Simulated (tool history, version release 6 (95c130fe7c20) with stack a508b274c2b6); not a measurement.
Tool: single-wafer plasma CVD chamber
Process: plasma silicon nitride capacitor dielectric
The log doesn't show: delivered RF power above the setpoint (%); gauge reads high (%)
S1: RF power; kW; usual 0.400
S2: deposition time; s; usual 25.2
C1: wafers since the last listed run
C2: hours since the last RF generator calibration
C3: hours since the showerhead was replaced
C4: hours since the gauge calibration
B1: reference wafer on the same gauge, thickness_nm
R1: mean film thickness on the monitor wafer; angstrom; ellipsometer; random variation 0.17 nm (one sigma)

Run 1, hour 0.0: usual settings but S1 0.375 kW, S2 29.1 s; C1 0; C2 901.3; C3 4781.6; C4 235.4; B1 32.610. Result: R1 393.98 angstrom.
Run 2, hour 66.6: usual settings but S1 0.380 kW; C1 1419; C2 967.9; C3 4848.2; C4 302.0; B1 32.708. Result: R1 344.98 angstrom.
Run 3, hour 106.8: usual settings; C1 857; C2 1008.1; C3 4888.4; C4 342.2; B1 32.685. Result: R1 350.32 angstrom.
Run 4, hour 178.9: usual settings but S1 0.440 kW; C1 1537; C2 1080.2; C3 4960.5; C4 414.3; B1 32.699. Result: R1 368.87 angstrom.
Run 5, hour 284.3: usual settings but S1 0.440 kW; C1 2247; C2 1185.6; C3 5065.9; C4 519.7; B1 32.652. Result: R1 369.76 angstrom.
At hour 328.2: RF generator calibrated.
Run 6, hour 328.7: usual settings but S1 0.440 kW; C1 776; C2 0.5; C3 5110.3; C4 564.1; B1 32.707. Result: R1 364.32 angstrom.
Run 7, hour 365.4: usual settings; C1 782; C2 37.2; C3 5147.0; C4 600.8; B1 32.755. Result: R1 354.62 angstrom.
At hour 394.6: gauge calibrated.
Run 8, hour 467.3: usual settings but S1 0.445 kW, S2 23.9 s; C1 2172; C2 139.1; C3 5248.9; C4 72.7; B1 32.732. Result: R1 349.43 angstrom.
Run 9, hour 519.8: usual settings but S1 0.355 kW, S2 21.6 s; C1 1119; C2 191.6; C3 5301.4; C4 125.2; B1 32.661. Result: R1 286.10 angstrom.
At hour 565.5: showerhead replaced.
Run 10, hour 624.2: usual settings but S1 0.340 kW; C1 2055; C2 296.0; C3 58.7; C4 229.6; B1 32.679. Result: R1 327.96 angstrom.
Run 11, hour 677.5: usual settings but S2 21.5 s; C1 1136; C2 349.3; C3 112.0; C4 282.9; B1 32.699. Result: R1 300.39 angstrom.
Run 12, hour 723.9: usual settings; C1 989; C2 395.7; C3 158.4; C4 329.3; B1 32.683. Result: R1 353.36 angstrom.
Run 13, hour 784.2: usual settings but S2 20.4 s; C1 1285; C2 456.0; C3 218.7; C4 389.6; B1 32.665. Result: R1 285.17 angstrom.
Run 14, hour 891.6: usual settings but S1 0.470 kW, S2 21.9 s; C1 2289; C2 563.4; C3 326.1; C4 497.0; B1 32.646. Result: R1 327.88 angstrom.
Run 15, hour 929.7: usual settings but S1 0.430 kW, S2 27.4 s; C1 812; C2 601.5; C3 364.2; C4 535.1; B1 32.693. Result: R1 395.02 angstrom.

The tool's hidden state at each run:
delivered RF power above the setpoint (%): 0 in every run
gauge reads high (%): 0 in every run

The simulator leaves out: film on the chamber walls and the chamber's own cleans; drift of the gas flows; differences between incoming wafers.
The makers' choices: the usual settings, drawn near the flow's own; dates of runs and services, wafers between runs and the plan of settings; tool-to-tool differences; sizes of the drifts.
